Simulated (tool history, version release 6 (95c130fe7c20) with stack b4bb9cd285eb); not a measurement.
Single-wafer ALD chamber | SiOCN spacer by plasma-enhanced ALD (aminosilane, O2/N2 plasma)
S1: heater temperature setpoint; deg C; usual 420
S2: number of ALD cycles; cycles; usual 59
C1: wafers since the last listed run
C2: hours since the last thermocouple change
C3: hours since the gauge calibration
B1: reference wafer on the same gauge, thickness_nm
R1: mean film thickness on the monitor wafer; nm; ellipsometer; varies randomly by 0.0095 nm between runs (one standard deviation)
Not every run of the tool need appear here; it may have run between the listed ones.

run 1 day=0 | S1=420 S2=65 | C1=0 C2=393.9 C3=88.7 | B1=3.633 | R1=3.526
run 2 day=1.479 | S1=420 S2=59 | C1=122 C2=429.4 C3=124.2 | B1=3.632 | R1=3.193
run 3 day=2.446 | S1=420 S2=68 | C1=79 C2=452.6 C3=147.4 | B1=3.63 | R1=3.652
run 4 day=3.021 | S1=420 S2=68 | C1=47 C2=466.4 C3=161.2 | B1=3.627 | R1=3.679
run 5 day=4.279 | S1=415 S2=50 | C1=103 C2=496.6 C3=191.4 | B1=3.632 | R1=2.762
run 6 day=5.7 | S1=420 S2=59 | C1=117 C2=530.7 C3=225.5 | B1=3.629 | R1=3.196
run 7 day=6.675 | S1=420 S2=59 | C1=80 C2=554.1 C3=248.9 | B1=3.631 | R1=3.192
run 8 day=7.208 | S1=420 S2=54 | C1=44 C2=566.9 C3=261.7 | B1=3.628 | R1=2.919
run 9 day=8.133 | S1=420 S2=54 | C1=76 C2=589.1 C3=283.9 | B1=3.63 | R1=2.917
run 10 day=9.367 | S1=431 S2=59 | C1=101 C2=618.7 C3=313.5 | B1=3.629 | R1=3.056
run 11 day=10.65 | S1=431 S2=59 | C1=105 C2=649.5 C3=344.3 | B1=3.631 | R1=3.049
run 12 day=11.717 | S1=431 S2=59 | C1=88 C2=675.1 C3=369.9 | B1=3.63 | R1=3.063
run 13 day=12.738 | S1=420 S2=59 | C1=84 C2=699.6 C3=394.4 | B1=3.63 | R1=3.175
-- day=13.883 gauge calibrated
run 14 day=14.171 | S1=420 S2=59 | C1=118 C2=734 C3=6.9 | B1=3.632 | R1=3.178
run 15 day=15.162 | S1=415 S2=50 | C1=81 C2=757.8 C3=30.7 | B1=3.631 | R1=2.755
run 16 day=16.008 | S1=407 S2=65 | C1=69 C2=778.1 C3=51 | B1=3.632 | R1=3.672
run 17 day=16.708 | S1=415 S2=51 | C1=57 C2=794.9 C3=67.8 | B1=3.629 | R1=2.771
run 18 day=17.512 | S1=420 S2=59 | C1=66 C2=814.2 C3=87.1 | B1=3.631 | R1=3.169
run 19 day=18.621 | S1=420 S2=50 | C1=91 C2=840.8 C3=113.7 | B1=3.633 | R1=2.688
run 20 day=19.208 | S1=426 S2=62 | C1=48 C2=854.9 C3=127.8 | B1=3.631 | R1=3.232
-- day=20.038 thermocouple changed; heater temperature recalibrated
run 21 day=20.092 | S1=416 S2=68 | C1=45 C2=1.3 C3=149 | B1=3.63 | R1=3.782
run 22 day=20.762 | S1=420 S2=59 | C1=55 C2=17.4 C3=165.1 | B1=3.63 | R1=3.218
run 23 day=23.421 | S1=420 S2=59 | C1=219 C2=81.2 C3=228.9 | B1=3.631 | R1=3.238
run 24 day=24.096 | S1=430 S2=48 | C1=55 C2=97.4 C3=245.1 | B1=3.631 | R1=2.527
run 25 day=25.558 | S1=428 S2=65 | C1=120 C2=132.5 C3=280.2 | B1=3.63 | R1=3.447
run 26 day=26.417 | S1=426 S2=52 | C1=70 C2=153.1 C3=300.8 | B1=3.629 | R1=2.775
run 27 day=27.042 | S1=432 S2=50 | C1=51 C2=168.1 C3=315.8 | B1=3.629 | R1=2.598
run 28 day=27.921 | S1=416 S2=64 | C1=72 C2=189.2 C3=336.9 | B1=3.631 | R1=3.541
run 29 day=28.558 | S1=420 S2=53 | C1=52 C2=204.5 C3=352.2 | B1=3.632 | R1=2.892

Below are 5 alternative next runs, each starting from the tool's condition after run 29. Predict each:
run A day=28.579 | S1=420 S2=59 | C1=1 C2=205 C3=352.7 | B1=? | R1=?
run B day=28.579 | S1=416 S2=59 | C1=1 C2=205 C3=352.7 | B1=? | R1=?
run C day=28.579 | S1=420 S2=64 | C1=1 C2=205 C3=352.7 | B1=? | R1=?
run D day=28.579 | S1=420 S2=67 | C1=1 C2=205 C3=352.7 | B1=? | R1=?
run E day=28.579 | S1=432 S2=63 | C1=1 C2=205 C3=352.7 | B1=? | R1=?

run=A B1=3.631 R1=3.219
run=B B1=3.631 R1=3.266
run=C B1=3.631 R1=3.491
run=D B1=3.631 R1=3.655
run=E B1=3.631 R1=3.286
Stripped of hidden state, with their random variation kept, the same runs would have yielded:
run=A R1=3.229
run=B R1=3.276
run=C R1=3.502
run=D R1=3.667
run=E R1=3.297
